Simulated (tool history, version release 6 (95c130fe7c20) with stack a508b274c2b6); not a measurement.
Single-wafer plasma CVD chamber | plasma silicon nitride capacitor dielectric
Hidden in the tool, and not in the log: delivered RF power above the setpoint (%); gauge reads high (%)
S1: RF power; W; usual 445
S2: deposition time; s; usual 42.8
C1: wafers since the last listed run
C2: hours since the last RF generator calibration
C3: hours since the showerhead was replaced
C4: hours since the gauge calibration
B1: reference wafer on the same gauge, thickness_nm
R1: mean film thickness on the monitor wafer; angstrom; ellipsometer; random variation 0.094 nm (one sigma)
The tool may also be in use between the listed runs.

run,hour,S1,S2,C1,C2,C3,C4,B1,R1
1,0.0,445,42.8,0,1505.0,4976.2,85.2,53.111,596.32
2,17.5,445,42.8,303,1522.5,4993.7,102.7,53.125,597.17
3,37.7,445,42.8,350,1542.7,5013.9,122.9,53.097,596.99
# hour 42.8: gauge calibrated
4,55.6,395,42.8,310,1560.6,5031.8,12.8,53.102,564.52
5,70.5,445,39.6,258,1575.5,5046.7,27.7,53.112,551.73
# hour 85.2: showerhead replaced
6,85.7,445,39.6,124,1590.7,0.5,42.9,53.107,549.87
7,93.0,445,42.8,126,1598.0,7.8,50.2,53.102,595.04
8,105.0,445,42.8,208,1610.0,19.8,62.2,53.110,594.37
9,118.8,445,42.8,239,1623.8,33.6,76.0,53.109,594.17
10,129.5,445,42.8,185,1634.5,44.3,86.7,53.101,594.96
# hour 143.6: RF generator calibrated
11,144.1,445,42.8,114,0.5,58.9,101.3,53.077,623.47
12,152.0,365,39.6,137,8.4,66.8,109.2,53.119,526.73
13,158.4,365,42.8,111,14.8,73.2,115.6,53.086,568.42
14,169.4,420,35.6,190,25.8,84.2,126.6,53.101,505.30
# hour 177.5: gauge calibrated
15,182.1,500,35.6,220,38.5,96.9,4.6,53.089,544.95
16,197.1,400,49.0,260,53.5,111.9,19.6,53.066,679.41
17,215.1,445,42.8,312,71.5,129.9,37.6,53.102,622.04
18,222.3,445,42.8,124,78.7,137.1,44.8,53.125,622.38
19,232.4,520,40.4,175,88.8,147.2,54.9,53.104,628.85
20,240.3,390,42.8,137,96.7,155.1,62.8,53.083,586.61

Forecast each of these 4 alternatives for the next run:
A,240.7,445,42.8,6,97.1,155.5,63.2,?,?
B,240.7,445,38.2,6,97.1,155.5,63.2,?,?
C,240.7,420,45.4,6,97.1,155.5,63.2,?,?
D,240.7,375,35.7,6,97.1,155.5,63.2,?,?

run,B1,R1
A,53.090,625.03
B,53.090,557.86
C,53.090,646.04
D,53.090,481.70
Without the tool's hidden state the same runs would have given:
run,R1
A,625.75
B,558.49
C,646.78
D,482.25

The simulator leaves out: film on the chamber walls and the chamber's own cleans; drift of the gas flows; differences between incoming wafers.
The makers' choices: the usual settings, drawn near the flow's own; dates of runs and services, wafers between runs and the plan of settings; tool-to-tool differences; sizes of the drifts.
